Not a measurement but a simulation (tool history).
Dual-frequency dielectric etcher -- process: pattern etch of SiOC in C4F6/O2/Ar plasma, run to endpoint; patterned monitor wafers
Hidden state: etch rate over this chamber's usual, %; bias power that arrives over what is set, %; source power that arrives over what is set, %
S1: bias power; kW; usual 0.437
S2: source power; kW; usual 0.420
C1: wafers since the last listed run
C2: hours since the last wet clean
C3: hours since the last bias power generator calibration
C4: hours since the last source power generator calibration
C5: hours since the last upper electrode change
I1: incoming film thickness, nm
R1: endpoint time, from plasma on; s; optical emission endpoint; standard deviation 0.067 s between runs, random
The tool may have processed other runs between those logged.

{"run": 1, "day": 0.0, "S1": 0.437, "S2": 0.5, "C1": 0, "C2": 466.2, "C3": 1401.7, "C4": 3640.8, "C5": 4062.3, "I1": 44.35, "R1": 13.6}
{"day": 0.35, "done": "wet clean of the chamber"}
{"run": 2, "day": 3.35, "S1": 0.437, "S2": 0.5, "C1": 1224, "C2": 72.0, "C3": 1482.1, "C4": 3721.2, "C5": 4142.7, "I1": 44.86, "R1": 13.6}
{"run": 3, "day": 5.117, "S1": 0.437, "S2": 0.42, "C1": 720, "C2": 114.4, "C3": 1524.5, "C4": 3763.6, "C5": 4185.1, "I1": 44.81, "R1": 14.2}
{"run": 4, "day": 8.188, "S1": 0.437, "S2": 0.42, "C1": 1253, "C2": 188.1, "C3": 1598.2, "C4": 3837.3, "C5": 4258.8, "I1": 44.5, "R1": 14.2}
{"run": 5, "day": 12.183, "S1": 0.437, "S2": 0.42, "C1": 1630, "C2": 284.0, "C3": 1694.1, "C4": 3933.2, "C5": 4354.7, "I1": 44.47, "R1": 14.4}
{"day": 16.921, "done": "wet clean of the chamber"}
{"day": 22.762, "done": "bias power generator calibrated"}
{"day": 24.754, "done": "wet clean of the chamber, repeated, since the last time left the tool worse"}
{"run": 6, "day": 24.775, "S1": 0.437, "S2": 0.42, "C1": 4254, "C2": 0.5, "C3": 48.3, "C4": 4235.4, "C5": 4656.9, "I1": 44.7, "R1": 14.1}
{"run": 7, "day": 28.167, "S1": 0.356, "S2": 0.42, "C1": 1384, "C2": 81.9, "C3": 129.7, "C4": 4316.8, "C5": 4738.3, "I1": 43.98, "R1": 15.0}
{"day": 28.45, "done": "source power generator calibrated"}
{"run": 8, "day": 31.288, "S1": 0.356, "S2": 0.42, "C1": 1205, "C2": 156.8, "C3": 204.6, "C4": 68.1, "C5": 4813.2, "I1": 44.46, "R1": 15.1}
{"run": 9, "day": 33.2, "S1": 0.475, "S2": 0.33, "C1": 780, "C2": 202.7, "C3": 250.5, "C4": 114.0, "C5": 4859.1, "I1": 44.7, "R1": 15.3}
{"run": 10, "day": 37.579, "S1": 0.503, "S2": 0.46, "C1": 1786, "C2": 307.8, "C3": 355.6, "C4": 219.1, "C5": 4964.2, "I1": 44.24, "R1": 13.2}
{"run": 11, "day": 39.333, "S1": 0.437, "S2": 0.33, "C1": 715, "C2": 349.9, "C3": 397.7, "C4": 261.2, "C5": 5006.3, "I1": 44.61, "R1": 15.8}

Run 12 has not been measured yet. What should we expect?
{"day": 41.833, "done": "wet clean of the chamber"}
{"day": 42.233, "done": "upper electrode replaced"}
{"run": 12, "day": 42.421, "S1": 0.437, "S2": 0.42, "C1": 687, "C2": 14.1, "C3": 471.8, "C4": 335.3, "C5": 4.5, "I1": 44.59, "R1": "?"}

Logged for run 12: R1 14.1 s.
Had the tool carried no hidden state, the very same run would have given R1 14.1 s.
